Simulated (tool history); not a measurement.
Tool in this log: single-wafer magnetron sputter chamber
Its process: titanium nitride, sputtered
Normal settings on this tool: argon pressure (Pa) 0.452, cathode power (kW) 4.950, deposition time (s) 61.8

| run | hour | argon pressure (Pa) | cathode power (kW) | deposition time (s) | read-back reference wafer on the same gauge, thickness_nm | mean film thickness on the monitor wafer (nm) |
|---|---|---|---|---|---|---|
| 1 | 0.0 | 0.452 | 4.950 | 61.8 | 60.885 | 55.008 |
| 2 | 81.2 | 0.452 | 4.950 | 61.8 | 60.898 | 55.338 |
| 3 | 145.6 | 0.452 | 4.950 | 61.8 | 60.886 | 55.348 |
|  | 206.4 | sputter target and shields replaced |
| 4 | 207.0 | 0.452 | 4.950 | 61.8 | 60.932 | 55.001 |
| 5 | 270.1 | 0.452 | 4.950 | 61.8 | 60.901 | 55.583 |
| 6 | 330.9 | 0.452 | 4.950 | 61.8 | 60.976 | 55.091 |
| 7 | 423.6 | 0.452 | 4.950 | 61.8 | 60.981 | 55.815 |
| 8 | 491.9 | 0.452 | 4.950 | 61.8 | 60.961 | 55.481 |
|  | 518.7 | sputter target and shields replaced |
|  | 547.7 | magnet pack replaced |
| 9 | 563.8 | 0.452 | 4.950 | 61.8 | 60.921 | 55.814 |
| 10 | 599.9 | 0.452 | 4.950 | 61.8 | 60.875 | 55.771 |
| 11 | 628.5 | 0.452 | 4.950 | 61.8 | 60.911 | 55.561 |
| 12 | 665.8 | 0.567 | 4.950 | 61.8 | 60.899 | 53.703 |
| 13 | 717.0 | 0.567 | 4.950 | 61.8 | 60.875 | 53.483 |
|  | 761.8 | capacitance manometer re-zeroed and calibrated |
| 14 | 763.2 | 0.452 | 4.950 | 61.8 | 60.847 | 56.157 |
| 15 | 804.7 | 0.452 | 4.950 | 61.8 | 60.927 | 56.367 |
|  | 820.0 | gauge calibrated |
|  | 836.4 | sputter target and shields replaced |
| 16 | 867.4 | 0.452 | 4.950 | 61.8 | 60.919 | 56.630 |
| 17 | 917.8 | 0.452 | 4.950 | 61.8 | 60.831 | 56.535 |
| 18 | 949.8 | 0.452 | 4.950 | 61.8 | 60.866 | 56.780 |
| 19 | 979.6 | 0.452 | 4.500 | 65.2 | 60.864 | 54.425 |
| 20 | 1019.3 | 0.290 | 5.600 | 55.6 | 60.899 | 60.638 |
|  | 1049.1 | capacitance manometer re-zeroed and calibrated, repeated, since the last time left the tool worse |
| 21 | 1076.7 | 0.452 | 5.350 | 68.0 | 60.910 | 64.669 |
| 22 | 1138.9 | 0.395 | 5.550 | 61.8 | 60.884 | 62.813 |
| 23 | 1185.8 | 0.338 | 4.350 | 61.8 | 60.848 | 50.240 |
|  | 1202.4 | sputter target and shields replaced |
| 24 | 1217.4 | 0.452 | 4.950 | 71.5 | 60.896 | 63.386 |
| 25 | 1261.3 | 0.553 | 5.350 | 49.7 | 60.887 | 45.789 |
| 26 | 1315.9 | 0.577 | 4.950 | 61.8 | 60.898 | 52.024 |
| 27 | 1375.7 | 0.452 | 4.950 | 61.8 | 60.927 | 54.379 |
| 28 | 1413.8 | 0.389 | 4.000 | 50.6 | 60.850 | 37.282 |
|  | 1525.1 | sputter target and shields replaced |
| 29 | 1525.6 | 0.338 | 4.350 | 61.8 | 60.902 | 49.992 |
| 30 | 1549.8 | 0.376 | 5.250 | 61.8 | 60.904 | 59.900 |
| 31 | 1613.3 | 0.543 | 6.050 | 56.1 | 60.893 | 58.740 |
| 32 | 1667.5 | 0.452 | 4.950 | 61.8 | 60.912 | 55.017 |
| 33 | 1728.3 | 0.565 | 5.900 | 61.8 | 60.919 | 62.398 |

Branching from run 33: 5 alternative next runs. What would each branch give?
| A | 1728.7 | 0.452 | 4.950 | 65.9 | ? | ? |
| B | 1728.7 | 0.452 | 4.950 | 70.7 | ? | ? |
| C | 1728.7 | 0.500 | 6.200 | 61.8 | ? | ? |
| D | 1728.7 | 0.452 | 4.300 | 74.0 | ? | ? |
| E | 1728.7 | 0.296 | 5.500 | 56.0 | ? | ? |

| run | read-back reference wafer on the same gauge, thickness_nm | mean film thickness on the monitor wafer (nm) |
|---|---|---|
| A | 60.932 | 58.581 |
| B | 60.932 | 62.848 |
| C | 60.932 | 67.549 |
| D | 60.932 | 57.143 |
| E | 60.932 | 58.788 |
Stripped of hidden state, with their random variation kept, the same runs would have yielded:
| run | mean film thickness on the monitor wafer (nm) |
|---|---|
| A | 58.520 |
| B | 62.783 |
| C | 67.471 |
| D | 57.084 |
| E | 58.748 |
